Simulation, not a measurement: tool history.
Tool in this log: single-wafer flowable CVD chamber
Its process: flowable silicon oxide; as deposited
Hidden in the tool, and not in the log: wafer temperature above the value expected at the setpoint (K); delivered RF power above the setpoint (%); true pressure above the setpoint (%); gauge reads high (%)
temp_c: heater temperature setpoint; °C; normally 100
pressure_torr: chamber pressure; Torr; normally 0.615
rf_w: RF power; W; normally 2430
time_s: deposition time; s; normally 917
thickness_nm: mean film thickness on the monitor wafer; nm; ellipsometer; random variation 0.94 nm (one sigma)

| run | day | temp_c | pressure_torr | rf_w | time_s | wafers since the last listed run | hours since the last thermocouple change | hours since the last RF generator calibration | hours since the last manometer calibration | hours since the showerhead was replaced | hours since the gauge calibration | read-back reference wafer on the same gauge, thickness_nm | thickness_nm |
|---|---|---|---|---|---|---|---|---|---|---|---|---|---|
| 1 | 0 | 100 | 0.648 | 2430 | 917 | 0 | 2667.9 | 1564.4 | 2128 | 4170 | 130.2 | 330.195 | 409.275 |
| 2 | 0.612 | 100 | 0.648 | 2430 | 917 | 21 | 2682.6 | 1579.1 | 2142.7 | 4184.7 | 144.9 | 329.83 | 408.064 |
| 3 | 1.346 | 100 | 0.648 | 2430 | 917 | 25 | 2700.2 | 1596.7 | 2160.3 | 4202.3 | 162.5 | 329.955 | 406.661 |
| 4 | 2.933 | 100 | 0.615 | 2430 | 917 | 55 | 2738.3 | 1634.8 | 2198.4 | 4240.4 | 200.6 | 330.043 | 387.35 |
|  | 3.742 | RF generator calibrated |
| 5 | 3.762 | 100 | 0.615 | 2430 | 917 | 17 | 2758.2 | 0.5 | 2218.3 | 4260.3 | 220.5 | 330.079 | 387.312 |
| 6 | 4.171 | 100 | 0.615 | 2430 | 917 | 14 | 2768 | 10.3 | 2228.1 | 4270.1 | 230.3 | 329.91 | 387.991 |
| 7 | 4.729 | 100 | 0.615 | 2430 | 917 | 19 | 2781.4 | 23.7 | 2241.5 | 4283.5 | 243.7 | 329.824 | 387.211 |
| 8 | 5.217 | 111 | 0.615 | 2430 | 1001 | 17 | 2793.1 | 35.4 | 2253.2 | 4295.2 | 255.4 | 329.836 | 281.415 |
| 9 | 5.571 | 111 | 0.615 | 2430 | 1001 | 12 | 2801.6 | 43.9 | 2261.7 | 4303.7 | 263.9 | 330.093 | 280.584 |
|  | 5.7 | gauge calibrated |
| 10 | 5.975 | 111 | 0.615 | 2430 | 1001 | 14 | 2811.3 | 53.6 | 2271.4 | 4313.4 | 6.6 | 329.863 | 282.671 |
| 11 | 6.525 | 100 | 0.615 | 2250 | 917 | 19 | 2824.5 | 66.8 | 2284.6 | 4326.6 | 19.8 | 330.141 | 382.006 |
| 12 | 7.171 | 100 | 0.684 | 2430 | 917 | 22 | 2840 | 82.3 | 2300.1 | 4342.1 | 35.3 | 329.849 | 430.724 |
| 13 | 7.533 | 100 | 0.692 | 2430 | 917 | 12 | 2848.7 | 91 | 2308.8 | 4350.8 | 44 | 330.252 | 433.848 |
| 14 | 8.012 | 100 | 0.615 | 2130 | 802 | 16 | 2860.2 | 102.5 | 2320.3 | 4362.3 | 55.5 | 330.09 | 330.552 |
| 15 | 8.296 | 100 | 0.672 | 2790 | 917 | 9 | 2867 | 109.3 | 2327.1 | 4369.1 | 62.3 | 330.123 | 430.643 |
|  | 8.729 | showerhead replaced |
| 16 | 8.75 | 100 | 0.648 | 2430 | 917 | 4 | 2877.9 | 120.2 | 2338 | 0.5 | 73.2 | 330.005 | 408.085 |
|  | 9.204 | thermocouple changed; heater temperature recalibrated |
|  | 9.458 | capacitance manometer re-zeroed and calibrated |
| 17 | 9.479 | 100 | 0.615 | 2430 | 917 | 4 | 6.6 | 137.7 | 0.5 | 18 | 90.7 | 329.87 | 394.435 |
| 18 | 9.75 | 110 | 0.615 | 2430 | 917 | 9 | 13.1 | 144.2 | 7 | 24.5 | 97.2 | 330.068 | 270.144 |
| 19 | 10.462 | 100 | 0.615 | 2430 | 917 | 25 | 30.2 | 161.3 | 24.1 | 41.6 | 114.3 | 329.995 | 394.581 |
| 20 | 11.067 | 100 | 0.615 | 2430 | 917 | 21 | 44.7 | 175.8 | 38.6 | 56.1 | 128.8 | 330.158 | 395.727 |
| 21 | 11.354 | 105 | 0.479 | 2695 | 1024 | 10 | 51.6 | 182.7 | 45.5 | 63 | 135.7 | 329.946 | 288.401 |
| 22 | 12.062 | 100 | 0.477 | 2810 | 1086 | 24 | 68.6 | 199.7 | 62.5 | 80 | 152.7 | 330.146 | 370.847 |
| 23 | 12.596 | 96 | 0.615 | 2595 | 917 | 18 | 81.4 | 212.5 | 75.3 | 92.8 | 165.5 | 329.953 | 464.237 |
| 24 | 12.975 | 100 | 0.615 | 2430 | 1032 | 13 | 90.5 | 221.6 | 84.4 | 101.9 | 174.6 | 330.262 | 443.273 |
| 25 | 13.512 | 110 | 0.615 | 2430 | 1098 | 18 | 103.4 | 234.5 | 97.3 | 114.8 | 187.5 | 330.217 | 323.783 |
| 26 | 13.979 | 111 | 0.524 | 2605 | 917 | 16 | 114.6 | 245.7 | 108.5 | 126 | 198.7 | 330.083 | 225.173 |
| 27 | 14.567 | 100 | 0.615 | 2430 | 917 | 20 | 128.7 | 259.8 | 122.6 | 140.1 | 212.8 | 330.037 | 394.449 |
| 28 | 14.946 | 100 | 0.615 | 2430 | 917 | 13 | 137.8 | 268.9 | 131.7 | 149.2 | 221.9 | 329.864 | 393.635 |
| 29 | 15.367 | 100 | 0.496 | 2430 | 917 | 14 | 147.9 | 279 | 141.8 | 159.3 | 232 | 329.967 | 318.461 |

Below are 3 alternative next runs, each starting from the tool's condition after run 29. Predict each:
| A | 15.396 | 106 | 0.615 | 2430 | 917 | 1 | 148.6 | 279.7 | 142.5 | 160 | 232.7 | ? | ? |
| B | 15.396 | 100 | 0.615 | 1950 | 764 | 1 | 148.6 | 279.7 | 142.5 | 160 | 232.7 | ? | ? |
| C | 15.396 | 89 | 0.615 | 2430 | 917 | 1 | 148.6 | 279.7 | 142.5 | 160 | 232.7 | ? | ? |

| run | read-back reference wafer on the same gauge, thickness_nm | thickness_nm |
|---|---|---|
| A | 329.961 | 313.694 |
| B | 329.961 | 314.276 |
| C | 329.961 | 592.503 |
Had the tool no hidden state, the same runs would have come out as:
| run | thickness_nm |
|---|---|
| A | 318.572 |
| B | 319.176 |
| C | 601.65 |

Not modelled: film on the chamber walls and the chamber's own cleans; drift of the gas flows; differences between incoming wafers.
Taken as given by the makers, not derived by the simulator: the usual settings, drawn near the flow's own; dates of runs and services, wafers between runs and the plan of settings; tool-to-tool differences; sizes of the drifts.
